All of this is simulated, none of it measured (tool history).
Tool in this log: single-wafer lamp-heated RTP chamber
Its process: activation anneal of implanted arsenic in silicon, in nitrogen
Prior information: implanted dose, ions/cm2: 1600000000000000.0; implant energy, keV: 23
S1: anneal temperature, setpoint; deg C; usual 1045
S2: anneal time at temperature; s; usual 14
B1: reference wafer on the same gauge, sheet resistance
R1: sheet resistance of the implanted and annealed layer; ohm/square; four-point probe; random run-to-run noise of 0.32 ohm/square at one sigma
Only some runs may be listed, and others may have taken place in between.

run,hour,S1,S2,B1,R1
1,0.0,1045,14,101.53,81.99
# hour 67.1: pyrometer window cleaned and pyrometer calibrated
2,67.6,1045,14,101.53,84.75
3,117.4,1033,17,101.47,84.09
4,170.2,1033,17,101.41,82.76
# hour 180.7: reflector plate cleaned
5,347.0,1033,17,101.46,83.01
# hour 368.6: pyrometer window cleaned and pyrometer calibrated
6,404.9,1052,14,101.41,81.93
7,454.1,1052,14,101.37,80.00
# hour 494.9: reflector plate cleaned
8,495.4,1052,14,101.51,81.41
9,543.8,1045,11,101.37,85.36
10,611.1,1059,14,101.47,78.61
11,680.5,1059,14,101.46,78.36
# hour 690.9: pyrometer window cleaned and pyrometer calibrated
# hour 737.0: gauge calibrated
12,756.8,1059,14,101.45,79.31
# hour 779.8: reflector plate cleaned
13,796.6,1045,14,101.69,83.41
14,837.1,1045,14,101.59,82.60

Run 15, settings as shown, results not yet in. Your forecast:
15,891.3,1065,6,?,?

B1: 101.50
R1: 86.24 ohm/square
The same run, on a tool lacking any hidden state, would have yielded R1 89.41 ohm/square.
